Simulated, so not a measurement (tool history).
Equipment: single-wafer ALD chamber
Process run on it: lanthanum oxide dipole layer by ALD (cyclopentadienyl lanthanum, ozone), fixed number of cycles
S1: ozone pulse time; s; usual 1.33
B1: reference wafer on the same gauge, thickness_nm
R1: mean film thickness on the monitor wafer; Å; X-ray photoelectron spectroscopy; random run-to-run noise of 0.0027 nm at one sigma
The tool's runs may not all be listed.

| run | hour | S1 | B1 | R1 |
|---|---|---|---|---|
| 1 | 0.0 | 1.57 | 0.443 | 5.41 |
| 2 | 54.9 | 0.98 | 0.443 | 4.79 |
| 3 | 83.2 | 0.98 | 0.443 | 4.75 |
| 4 | 108.5 | 1.04 | 0.443 | 4.91 |
| 5 | 144.8 | 1.33 | 0.443 | 5.20 |
| 6 | 183.1 | 1.58 | 0.443 | 5.32 |
| 7 | 220.7 | 1.58 | 0.443 | 5.34 |
| 8 | 291.2 | 1.48 | 0.444 | 5.28 |
| 9 | 352.7 | 1.33 | 0.444 | 5.14 |
| 10 | 416.1 | 1.33 | 0.443 | 5.09 |
| 11 | 555.3 | 1.33 | 0.444 | 5.04 |
| 12 | 588.3 | 1.33 | 0.443 | 5.08 |
| 13 | 625.7 | 1.60 | 0.442 | 5.25 |
| 14 | 680.6 | 1.33 | 0.444 | 5.03 |
| 15 | 736.3 | 1.33 | 0.443 | 4.99 |
| 16 | 792.9 | 0.94 | 0.443 | 4.45 |
| 17 | 855.3 | 1.00 | 0.442 | 4.49 |
| 18 | 921.3 | 0.93 | 0.444 | 4.34 |
| 19 | 965.3 | 1.55 | 0.444 | 5.43 |
| 20 | 1037.7 | 1.69 | 0.442 | 5.44 |
| 21 | 1084.9 | 1.07 | 0.443 | 5.00 |
| 22 | 1139.3 | 1.33 | 0.444 | 5.23 |
| 23 | 1186.2 | 1.09 | 0.443 | 5.08 |
| 24 | 1236.4 | 0.97 | 0.443 | 4.93 |

Not shown here: 4 entries made in the log between runs. Locate each between two listed runs and compare the hidden state at the listed run before it with the hidden state at the listed run after it:
From run 10 to run 11: gauge calibrated (hour 536.3)
  ozone dose above that of a generator just serviced (%): -15.5 -> -18.7
  measured value less the no-hidden-state value, R1: -0.17 -> -0.22 Å
From run 12 to run 13: showerhead replaced (hour 601.9)
  ozone dose above that of a generator just serviced (%): -19.6 -> -20.5
  measured value less the no-hidden-state value, R1: -0.24 -> -0.20 Å
From run 13 to run 14: thermocouple changed; heater temperature recalibrated (hour 642.4)
  ozone dose above that of a generator just serviced (%): -20.5 -> -22
  measured value less the no-hidden-state value, R1: -0.20 -> -0.28 Å
From run 18 to run 19: ozone generator serviced (hour 953.0)
  ozone dose above that of a generator just serviced (%): -29.2 -> -2.37
  measured value less the no-hidden-state value, R1: -0.53 -> -0.02 Å
